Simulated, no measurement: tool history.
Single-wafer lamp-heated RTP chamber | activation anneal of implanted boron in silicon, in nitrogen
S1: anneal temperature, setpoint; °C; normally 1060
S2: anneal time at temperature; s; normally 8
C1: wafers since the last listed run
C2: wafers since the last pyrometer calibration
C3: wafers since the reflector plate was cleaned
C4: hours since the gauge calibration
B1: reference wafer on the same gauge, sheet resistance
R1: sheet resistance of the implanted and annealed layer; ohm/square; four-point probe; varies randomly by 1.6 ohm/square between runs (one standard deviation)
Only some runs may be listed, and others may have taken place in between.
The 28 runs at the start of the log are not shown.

run	hour	S1	S2	C1	C2	C3	C4	B1	R1
29	1539.1	1060	8	1240	1359	7117	400.7	285.03	264.47
# hour 1565.8: reflector plate cleaned
30	1567.5	1060	7	416	1776	34	429.1	285.52	262.27
31	1606.4	1087	5	794	2570	829	468	285.37	269.07
32	1639.6	1044	7	678	3249	1507	501.2	285.51	265.88
33	1685.9	1045	10	945	4194	2453	547.5	285.73	263.03
34	1755.4	1076	10	1419	5614	3873	617	286.99	261.91
35	1800.9	1060	8	929	6544	4802	662.5	287.46	263.73
36	1865.6	1060	8	1321	7866	6124	727.2	287.67	266.63

Each row is a separate what-if for the run after 36, all from the same tool condition, not one after another. Results?
A	1866	1060	8	8	7874	6132	727.6	?	?
B	1866	1030	13	8	7874	6132	727.6	?	?
C	1866	1072	4	8	7874	6132	727.6	?	?
D	1866	1074	8	8	7874	6132	727.6	?	?

run	B1	R1
A	287.32	265.5
B	287.32	264.87
C	287.32	266.96
D	287.32	265.3
With the hidden condition removed and each run's random variation left untouched, the same runs would have given:
run	R1
A	261.44
B	260.82
C	262.88
D	261.24
